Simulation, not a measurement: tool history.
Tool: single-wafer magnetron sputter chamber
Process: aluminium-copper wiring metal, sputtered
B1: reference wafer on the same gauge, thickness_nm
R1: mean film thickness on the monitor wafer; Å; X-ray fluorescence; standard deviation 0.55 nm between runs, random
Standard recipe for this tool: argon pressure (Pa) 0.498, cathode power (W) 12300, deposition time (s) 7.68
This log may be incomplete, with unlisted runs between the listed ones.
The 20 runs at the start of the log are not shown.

{"run": 21, "hour": 1120.7, "argon pressure (Pa)": 0.498, "cathode power (W)": 14600, "deposition time (s)": 7.68, "B1": 178.799, "R1": 2021.64}
{"run": 22, "hour": 1180.1, "argon pressure (Pa)": 0.498, "cathode power (W)": 12300, "deposition time (s)": 7.68, "B1": 179.028, "R1": 1714.89}
{"hour": 1197.3, "done": "sputter target and shields replaced"}
{"run": 23, "hour": 1227.7, "argon pressure (Pa)": 0.498, "cathode power (W)": 12300, "deposition time (s)": 7.68, "B1": 178.994, "R1": 1717.73}
{"run": 24, "hour": 1254.9, "argon pressure (Pa)": 0.498, "cathode power (W)": 12300, "deposition time (s)": 7.68, "B1": 178.946, "R1": 1711.23}
{"run": 25, "hour": 1320.9, "argon pressure (Pa)": 0.498, "cathode power (W)": 12300, "deposition time (s)": 7.68, "B1": 179.1, "R1": 1721.91}
{"run": 26, "hour": 1387.2, "argon pressure (Pa)": 0.66, "cathode power (W)": 12300, "deposition time (s)": 6.93, "B1": 179.068, "R1": 1457.25}
{"hour": 1426.5, "done": "capacitance manometer re-zeroed and calibrated, repeated, since the last time left the tool worse"}
{"run": 27, "hour": 1430.2, "argon pressure (Pa)": 0.441, "cathode power (W)": 14900, "deposition time (s)": 7.68, "B1": 179.105, "R1": 2052.12}
{"run": 28, "hour": 1457.8, "argon pressure (Pa)": 0.58, "cathode power (W)": 12300, "deposition time (s)": 8.95, "B1": 179.029, "R1": 1840.8}
{"run": 29, "hour": 1524.6, "argon pressure (Pa)": 0.388, "cathode power (W)": 12300, "deposition time (s)": 7.68, "B1": 179.182, "R1": 1731.18}
{"run": 30, "hour": 1564.2, "argon pressure (Pa)": 0.498, "cathode power (W)": 12300, "deposition time (s)": 7.68, "B1": 179.048, "R1": 1647.71}
{"run": 31, "hour": 1631.3, "argon pressure (Pa)": 0.498, "cathode power (W)": 9700, "deposition time (s)": 8.23, "B1": 179.213, "R1": 1387.0}
{"run": 32, "hour": 1700.1, "argon pressure (Pa)": 0.368, "cathode power (W)": 11150, "deposition time (s)": 6.98, "B1": 179.068, "R1": 1442.07}
{"hour": 1708.6, "done": "sputter target and shields replaced"}
{"run": 33, "hour": 1729.8, "argon pressure (Pa)": 0.601, "cathode power (W)": 15200, "deposition time (s)": 8.42, "B1": 178.807, "R1": 2137.42}
{"run": 34, "hour": 1757.6, "argon pressure (Pa)": 0.498, "cathode power (W)": 12300, "deposition time (s)": 7.68, "B1": 179.148, "R1": 1659.41}
{"run": 35, "hour": 1796.0, "argon pressure (Pa)": 0.369, "cathode power (W)": 13500, "deposition time (s)": 8.69, "B1": 179.203, "R1": 2189.81}

Forecast each of these 3 alternatives for the next run:
{"run": "A", "hour": 1796.4, "argon pressure (Pa)": 0.38, "cathode power (W)": 12300, "deposition time (s)": 7.68, "B1": "?", "R1": "?"}
{"run": "B", "hour": 1796.4, "argon pressure (Pa)": 0.498, "cathode power (W)": 10700, "deposition time (s)": 7.68, "B1": "?", "R1": "?"}
{"run": "C", "hour": 1796.4, "argon pressure (Pa)": 0.571, "cathode power (W)": 12300, "deposition time (s)": 8.37, "B1": "?", "R1": "?"}

run=A B1=178.937 R1=1749.81
run=B B1=178.937 R1=1442.30
run=C B1=178.937 R1=1748.65
Stripped of hidden state, with their random variation kept, the same runs would have yielded:
run=A R1=1737.25
run=B R1=1429.40
run=C R1=1731.16

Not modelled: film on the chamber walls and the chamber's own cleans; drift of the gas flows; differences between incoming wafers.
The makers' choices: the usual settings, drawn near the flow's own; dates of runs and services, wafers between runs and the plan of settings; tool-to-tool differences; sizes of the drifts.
